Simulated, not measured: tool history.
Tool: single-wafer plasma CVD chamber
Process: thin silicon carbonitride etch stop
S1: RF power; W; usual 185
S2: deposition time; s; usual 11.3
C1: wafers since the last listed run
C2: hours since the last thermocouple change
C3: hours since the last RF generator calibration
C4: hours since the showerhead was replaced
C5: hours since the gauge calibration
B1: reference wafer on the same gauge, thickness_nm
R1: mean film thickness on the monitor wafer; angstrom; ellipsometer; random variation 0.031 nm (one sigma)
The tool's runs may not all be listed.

run 1 hour=0.0 | S1=185 S2=12.5 | C1=0 C2=804.6 C3=171.1 C4=6546.6 C5=1129.9 | B1=8.145 | R1=77.96
run 2 hour=71.0 | S1=185 S2=11.3 | C1=2240 C2=875.6 C3=242.1 C4=6617.6 C5=1200.9 | B1=8.138 | R1=70.89
run 3 hour=132.2 | S1=175 S2=11.3 | C1=1930 C2=936.8 C3=303.3 C4=6678.8 C5=1262.1 | B1=8.151 | R1=68.56
run 4 hour=305.2 | S1=185 S2=11.3 | C1=5458 C2=1109.8 C3=476.3 C4=6851.8 C5=1435.1 | B1=8.144 | R1=70.08
run 5 hour=355.0 | S1=185 S2=11.3 | C1=1571 C2=1159.6 C3=526.1 C4=6901.6 C5=1484.9 | B1=8.140 | R1=70.34
run 6 hour=410.5 | S1=185 S2=11.3 | C1=1751 C2=1215.1 C3=581.6 C4=6957.1 C5=1540.4 | B1=8.145 | R1=70.19
run 7 hour=496.3 | S1=185 S2=11.3 | C1=2707 C2=1300.9 C3=667.4 C4=7042.9 C5=1626.2 | B1=8.142 | R1=69.64
run 8 hour=543.0 | S1=185 S2=11.3 | C1=1473 C2=1347.6 C3=714.1 C4=7089.6 C5=1672.9 | B1=8.149 | R1=70.29
-- hour=586.4 gauge calibrated
run 9 hour=618.6 | S1=185 S2=11.3 | C1=2385 C2=1423.2 C3=789.7 C4=7165.2 C5=32.2 | B1=8.135 | R1=70.07
-- hour=690.7 showerhead replaced
run 10 hour=691.2 | S1=185 S2=11.3 | C1=2038 C2=1495.8 C3=862.3 C4=0.5 C5=104.8 | B1=8.136 | R1=69.63
run 11 hour=766.0 | S1=185 S2=11.3 | C1=2359 C2=1570.6 C3=937.1 C4=75.3 C5=179.6 | B1=8.139 | R1=69.63
run 12 hour=821.8 | S1=185 S2=11.3 | C1=1760 C2=1626.4 C3=992.9 C4=131.1 C5=235.4 | B1=8.147 | R1=69.51
-- hour=916.4 RF generator calibrated
run 13 hour=925.2 | S1=185 S2=12.6 | C1=3009 C2=1729.8 C3=8.8 C4=234.5 C5=338.8 | B1=8.141 | R1=78.91
run 14 hour=1032.2 | S1=185 S2=11.3 | C1=3375 C2=1836.8 C3=115.8 C4=341.5 C5=445.8 | B1=8.134 | R1=70.38
run 15 hour=1075.2 | S1=185 S2=11.3 | C1=1356 C2=1879.8 C3=158.8 C4=384.5 C5=488.8 | B1=8.146 | R1=70.46
run 16 hour=1150.3 | S1=175 S2=11.3 | C1=2369 C2=1954.9 C3=233.9 C4=459.6 C5=563.9 | B1=8.133 | R1=68.49
run 17 hour=1232.0 | S1=160 S2=9.5 | C1=2577 C2=2036.6 C3=315.6 C4=541.3 C5=645.6 | B1=8.148 | R1=55.12
run 18 hour=1289.3 | S1=210 S2=11.3 | C1=1807 C2=2093.9 C3=372.9 C4=598.6 C5=702.9 | B1=8.134 | R1=75.00
run 19 hour=1375.7 | S1=150 S2=11.3 | C1=2725 C2=2180.3 C3=459.3 C4=685.0 C5=789.3 | B1=8.139 | R1=62.60
run 20 hour=1460.9 | S1=215 S2=10.2 | C1=2688 C2=2265.5 C3=544.5 C4=770.2 C5=874.5 | B1=8.135 | R1=68.19
run 21 hour=1515.5 | S1=210 S2=9.7 | C1=1722 C2=2320.1 C3=599.1 C4=824.8 C5=929.1 | B1=8.138 | R1=64.00
run 22 hour=1618.8 | S1=175 S2=11.3 | C1=3259 C2=2423.4 C3=702.4 C4=928.1 C5=1032.4 | B1=8.145 | R1=68.30
run 23 hour=1658.2 | S1=185 S2=12.7 | C1=1243 C2=2462.8 C3=741.8 C4=967.5 C5=1071.8 | B1=8.134 | R1=78.59
run 24 hour=1705.4 | S1=185 S2=10.2 | C1=1489 C2=2510.0 C3=789.0 C4=1014.7 C5=1119.0 | B1=8.137 | R1=62.94
run 25 hour=1799.2 | S1=150 S2=12.5 | C1=2959 C2=2603.8 C3=882.8 C4=1108.5 C5=1212.8 | B1=8.134 | R1=69.41
run 26 hour=1893.3 | S1=200 S2=13.6 | C1=2968 C2=2697.9 C3=976.9 C4=1202.6 C5=1306.9 | B1=8.142 | R1=87.07
run 27 hour=1962.0 | S1=220 S2=11.3 | C1=2167 C2=2766.6 C3=1045.6 C4=1271.3 C5=1375.6 | B1=8.151 | R1=75.07
-- hour=1978.4 thermocouple changed; heater temperature recalibrated
run 28 hour=2023.2 | S1=185 S2=11.3 | C1=1678 C2=44.8 C3=1106.8 C4=1332.5 C5=1436.8 | B1=8.148 | R1=69.13
-- hour=2078.7 RF generator calibrated
run 29 hour=2114.9 | S1=185 S2=11.3 | C1=2640 C2=136.5 C3=36.2 C4=1424.2 C5=1528.5 | B1=8.139 | R1=71.13
run 30 hour=2151.5 | S1=215 S2=9.1 | C1=1154 C2=173.1 C3=72.8 C4=1460.8 C5=1565.1 | B1=8.131 | R1=60.91
run 31 hour=2471.0 | S1=150 S2=12.4 | C1=10080 C2=492.6 C3=392.3 C4=1780.3 C5=1884.6 | B1=8.139 | R1=68.64
run 32 hour=2521.0 | S1=215 S2=10.7 | C1=1577 C2=542.6 C3=442.3 C4=1830.3 C5=1934.6 | B1=8.139 | R1=71.05
run 33 hour=2605.6 | S1=185 S2=11.3 | C1=2669 C2=627.2 C3=526.9 C4=1914.9 C5=2019.2 | B1=8.151 | R1=70.02
run 34 hour=2668.4 | S1=160 S2=10.4 | C1=1981 C2=690.0 C3=589.7 C4=1977.7 C5=2082.0 | B1=8.131 | R1=59.71
run 35 hour=2749.1 | S1=185 S2=11.3 | C1=2546 C2=770.7 C3=670.4 C4=2058.4 C5=2162.7 | B1=8.132 | R1=70.09

Hidden state at the last listed run before each entry between runs and at the first one after, where it differs:
Between runs 8 and 9: gauge calibrated (hour 586.4)
  delivered RF power above the setpoint (%): -2.94 -> -3.2
  measured less the result without the state, R1: -1.09 -> -1.18 angstrom
Between runs 9 and 10: showerhead replaced (hour 690.7)
  delivered RF power above the setpoint (%): -3.2 -> -3.45
  measured less the result without the state, R1: -1.18 -> -1.28 angstrom
Between runs 12 and 13: RF generator calibrated (hour 916.4)
  delivered RF power above the setpoint (%): -3.91 -> -0.289
  measured less the result without the state, R1: -1.45 -> -0.11 angstrom
Between runs 27 and 28: thermocouple changed; heater temperature recalibrated (hour 1978.4)
  delivered RF power above the setpoint (%): -3.9 -> -4.11
  measured less the result without the state, R1: -1.56 -> -1.52 angstrom
Between runs 28 and 29: RF generator calibrated (hour 2078.7)
  delivered RF power above the setpoint (%): -4.11 -> -0.391
  measured less the result without the state, R1: -1.52 -> -0.14 angstrom

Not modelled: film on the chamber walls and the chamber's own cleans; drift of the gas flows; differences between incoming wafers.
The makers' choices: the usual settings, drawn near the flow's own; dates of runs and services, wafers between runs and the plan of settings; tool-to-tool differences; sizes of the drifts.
